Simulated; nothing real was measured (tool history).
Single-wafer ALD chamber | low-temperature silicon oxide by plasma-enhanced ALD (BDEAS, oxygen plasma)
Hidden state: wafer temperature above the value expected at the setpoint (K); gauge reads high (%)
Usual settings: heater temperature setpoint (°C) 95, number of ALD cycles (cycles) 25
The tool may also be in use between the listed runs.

run,hour,heater temperature setpoint (°C),number of ALD cycles (cycles),wafers since the last listed run,hours since the last thermocouple change,hours since the gauge calibration,"read-back reference wafer on the same gauge, thickness_nm",mean film thickness on the monitor wafer (angstrom)
1,0,105,25,0,1049.1,565.7,4.708,38.58
2,64.8,95,26,528,1113.9,630.5,4.703,41
3,96.1,95,27,255,1145.2,661.8,4.71,42.45
4,138.2,95,27,343,1187.3,703.9,4.706,42.53
5,188.8,95,27,412,1237.9,754.5,4.698,42.55
6,249.2,95,25,492,1298.3,814.9,4.698,39.4
7,299,95,25,405,1348.1,864.7,4.691,39.22
8,359.3,95,25,491,1408.4,925,4.694,39.41
9,421.4,95,28,506,1470.5,987.1,4.685,44.04
10,628.8,95,28,1690,1677.9,1194.5,4.671,43.82
11,698.6,84,25,568,1747.7,1264.3,4.66,40.76
12,730.5,95,22,259,1779.6,1296.2,4.664,34.02
# hour 742.2: thermocouple changed; heater temperature recalibrated
13,783.9,95,25,369,41.7,1349.6,4.657,38.99
# hour 825.4: gauge calibrated
14,836.7,101,22,430,94.5,11.3,4.722,34.05
15,879.5,95,27,348,137.3,54.1,4.715,42.49
16,949.8,95,25,572,207.6,124.4,4.711,39.44
17,1156.9,89,25,1687,414.7,331.5,4.716,40.43
18,1195,108,20,310,452.8,369.6,4.708,30.43
19,1243.9,91,27,398,501.7,418.5,4.717,43.08
20,1301.8,100,22,471,559.6,476.4,4.706,34.17
21,1348.6,95,25,381,606.4,523.2,4.704,39.35

Forecast each of these 5 alternatives for the next run:
A,1349,95,23,3,606.8,523.6,?,?
B,1349,90,28,3,606.8,523.6,?,?
C,1349,84,30,3,606.8,523.6,?,?
D,1349,83,25,3,606.8,523.6,?,?
E,1349,106,30,3,606.8,523.6,?,?

run,"read-back reference wafer on the same gauge, thickness_nm",mean film thickness on the monitor wafer (angstrom)
A,4.713,36.29
B,4.713,45.07
C,4.713,49.44
D,4.713,41.36
E,4.713,45.86
Without the tool's hidden state the same runs would have given:
run,mean film thickness on the monitor wafer (angstrom)
A,36.4
B,45.21
C,49.59
D,41.49
E,46

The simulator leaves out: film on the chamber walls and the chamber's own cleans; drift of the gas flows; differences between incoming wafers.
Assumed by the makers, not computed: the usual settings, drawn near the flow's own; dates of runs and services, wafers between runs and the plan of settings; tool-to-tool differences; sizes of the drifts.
